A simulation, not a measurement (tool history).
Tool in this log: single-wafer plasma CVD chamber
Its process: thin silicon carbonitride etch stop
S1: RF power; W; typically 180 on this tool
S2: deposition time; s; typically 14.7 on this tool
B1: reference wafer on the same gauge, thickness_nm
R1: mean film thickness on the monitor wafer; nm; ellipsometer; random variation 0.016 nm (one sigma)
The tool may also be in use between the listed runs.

{"run": 1, "hour": 0.0, "S1": 180, "S2": 14.7, "B1": 8.02, "R1": 8.003}
{"run": 2, "hour": 21.5, "S1": 180, "S2": 14.7, "B1": 8.019, "R1": 7.951}
{"run": 3, "hour": 40.3, "S1": 180, "S2": 16.0, "B1": 8.019, "R1": 8.677}
{"run": 4, "hour": 60.4, "S1": 180, "S2": 16.0, "B1": 8.018, "R1": 8.664}
{"run": 5, "hour": 85.8, "S1": 180, "S2": 16.0, "B1": 8.03, "R1": 8.701}
{"run": 6, "hour": 111.6, "S1": 180, "S2": 14.7, "B1": 8.022, "R1": 7.967}
{"run": 7, "hour": 127.5, "S1": 180, "S2": 14.7, "B1": 8.023, "R1": 7.972}
{"hour": 150.3, "done": "thermocouple changed; heater temperature recalibrated"}
{"run": 8, "hour": 161.6, "S1": 180, "S2": 14.7, "B1": 8.021, "R1": 7.978}
{"run": 9, "hour": 183.8, "S1": 180, "S2": 14.7, "B1": 8.022, "R1": 7.973}
{"run": 10, "hour": 215.8, "S1": 160, "S2": 15.6, "B1": 8.02, "R1": 8.08}
{"hour": 234.4, "done": "RF generator calibrated"}
{"hour": 237.0, "done": "gauge calibrated"}
{"run": 11, "hour": 243.8, "S1": 195, "S2": 15.8, "B1": 8.021, "R1": 8.672}
{"hour": 282.5, "done": "showerhead replaced"}
{"run": 12, "hour": 283.0, "S1": 205, "S2": 12.9, "B1": 8.02, "R1": 7.208}

Expected results for the next run?
{"run": 13, "hour": 294.8, "S1": 180, "S2": 14.7, "B1": "?", "R1": "?"}

B1: 8.024
R1: 7.808 nm
Were there no unlogged condition in the tool, this run, its random variation unchanged, would have produced R1 8.166 nm.
